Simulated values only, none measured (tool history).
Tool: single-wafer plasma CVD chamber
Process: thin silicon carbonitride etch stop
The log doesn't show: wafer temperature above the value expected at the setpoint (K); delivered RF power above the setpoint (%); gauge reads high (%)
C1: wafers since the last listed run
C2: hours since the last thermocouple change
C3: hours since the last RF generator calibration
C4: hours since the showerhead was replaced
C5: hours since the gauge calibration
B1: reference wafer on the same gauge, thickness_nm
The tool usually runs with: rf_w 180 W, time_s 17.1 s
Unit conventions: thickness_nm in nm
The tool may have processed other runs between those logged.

Run 1, day 0.000: usual settings but rf_w 200 W, time_s 16.1 s; C1 0; C2 2250.4; C3 492.7; C4 4445.0; C5 325.1; B1 9.572. Result: thickness_nm 9.029 nm.
Run 2, day 3.112: usual settings but rf_w 200 W, time_s 16.1 s; C1 1782; C2 2325.1; C3 567.4; C4 4519.7; C5 399.8; B1 9.569. Result: thickness_nm 9.008 nm.
Run 3, day 4.567: usual settings; C1 832; C2 2360.0; C3 602.3; C4 4554.6; C5 434.7; B1 9.580. Result: thickness_nm 9.161 nm.
Run 4, day 5.842: usual settings; C1 730; C2 2390.6; C3 632.9; C4 4585.2; C5 465.3; B1 9.569. Result: thickness_nm 9.201 nm.
Run 5, day 6.833: usual settings but rf_w 190 W; C1 567; C2 2414.4; C3 656.7; C4 4609.0; C5 489.1; B1 9.570. Result: thickness_nm 9.323 nm.
Run 6, day 7.442: usual settings but rf_w 190 W; C1 348; C2 2429.0; C3 671.3; C4 4623.6; C5 503.7; B1 9.575. Result: thickness_nm 9.327 nm.
Run 7, day 8.354: usual settings; C1 522; C2 2450.9; C3 693.2; C4 4645.5; C5 525.6; B1 9.558. Result: thickness_nm 9.141 nm.
Run 8, day 9.517: usual settings; C1 665; C2 2478.8; C3 721.1; C4 4673.4; C5 553.5; B1 9.571. Result: thickness_nm 9.116 nm.
At day 10.421: gauge calibrated.
Run 9, day 10.796: usual settings; C1 732; C2 2509.5; C3 751.8; C4 4704.1; C5 9.0; B1 9.569. Result: thickness_nm 9.119 nm.
Run 10, day 11.908: usual settings but time_s 18.5 s; C1 636; C2 2536.2; C3 778.5; C4 4730.8; C5 35.7; B1 9.565. Result: thickness_nm 9.873 nm.
Run 11, day 12.688: usual settings but time_s 18.5 s; C1 446; C2 2554.9; C3 797.2; C4 4749.5; C5 54.4; B1 9.579. Result: thickness_nm 9.865 nm.
Run 12, day 13.371: usual settings but rf_w 160 W, time_s 18.6 s; C1 391; C2 2571.3; C3 813.6; C4 4765.9; C5 70.8; B1 9.576. Result: thickness_nm 9.406 nm.
Run 13, day 14.192: usual settings but rf_w 145 W, time_s 19.8 s; C1 469; C2 2591.0; C3 833.3; C4 4785.6; C5 90.5; B1 9.577. Result: thickness_nm 9.622 nm.
Run 14, day 14.808: usual settings but rf_w 190 W, time_s 14.4 s; C1 353; C2 2605.8; C3 848.1; C4 4800.4; C5 105.3; B1 9.566. Result: thickness_nm 7.769 nm.
At day 15.162: RF generator calibrated.
Run 15, day 15.758: usual settings but rf_w 210 W, time_s 14.5 s; C1 353; C2 2628.6; C3 14.3; C4 4823.2; C5 128.1; B1 9.566. Result: thickness_nm 8.349 nm.
At day 16.683: thermocouple changed; heater temperature recalibrated.
At day 17.533: showerhead replaced.
Run 16, day 17.554: usual settings but rf_w 200 W, time_s 19.4 s; C1 646; C2 20.9; C3 57.4; C4 0.5; C5 171.2; B1 9.573. Result: thickness_nm 10.981 nm.
Run 17, day 18.171: usual settings but rf_w 155 W, time_s 15.3 s; C1 353; C2 35.7; C3 72.2; C4 15.3; C5 186.0; B1 9.567. Result: thickness_nm 7.821 nm.
Run 18, day 19.454: usual settings but rf_w 170 W; C1 734; C2 66.5; C3 103.0; C4 46.1; C5 216.8; B1 9.576. Result: thickness_nm 9.033 nm.
Run 19, day 20.229: usual settings but rf_w 160 W, time_s 18.3 s; C1 443; C2 85.1; C3 121.6; C4 64.7; C5 235.4; B1 9.573. Result: thickness_nm 9.473 nm.
Run 20, day 21.154: usual settings but rf_w 155 W, time_s 18.2 s; C1 529; C2 107.3; C3 143.8; C4 86.9; C5 257.6; B1 9.574. Result: thickness_nm 9.287 nm.
Run 21, day 21.754: usual settings but rf_w 155 W, time_s 18.2 s; C1 343; C2 121.7; C3 158.2; C4 101.3; C5 272.0; B1 9.566. Result: thickness_nm 9.300 nm.
Run 22, day 22.446: usual settings but rf_w 155 W, time_s 15.3 s; C1 396; C2 138.3; C3 174.8; C4 117.9; C5 288.6; B1 9.566. Result: thickness_nm 7.855 nm.

Forecast each of these 5 alternatives for the next run:
Run A, day 22.462: usual settings; C1 9; C2 138.7; C3 175.2; C4 118.3; C5 289.0; B1 ?. Result: thickness_nm ?.
Run B, day 22.462: usual settings but rf_w 170 W, time_s 14.7 s; C1 9; C2 138.7; C3 175.2; C4 118.3; C5 289.0; B1 ?. Result: thickness_nm ?.
Run C, day 22.462: usual settings but rf_w 165 W, time_s 13.9 s; C1 9; C2 138.7; C3 175.2; C4 118.3; C5 289.0; B1 ?. Result: thickness_nm ?.
Run D, day 22.462: usual settings but rf_w 160 W; C1 9; C2 138.7; C3 175.2; C4 118.3; C5 289.0; B1 ?. Result: thickness_nm ?.
Run E, day 22.462: usual settings but time_s 15.4 s; C1 9; C2 138.7; C3 175.2; C4 118.3; C5 289.0; B1 ?. Result: thickness_nm ?.

run     B1  thickness_nm
  A  9.579         9.309
  B  9.579         7.823
  C  9.579         7.310
  D  9.579         8.881
  E  9.579         8.383
Take away the tool's hidden state, keep each run's random variation, and the runs would have read:
run  thickness_nm
  A         9.333
  B         7.844
  C         7.328
  D         8.904
  E         8.405
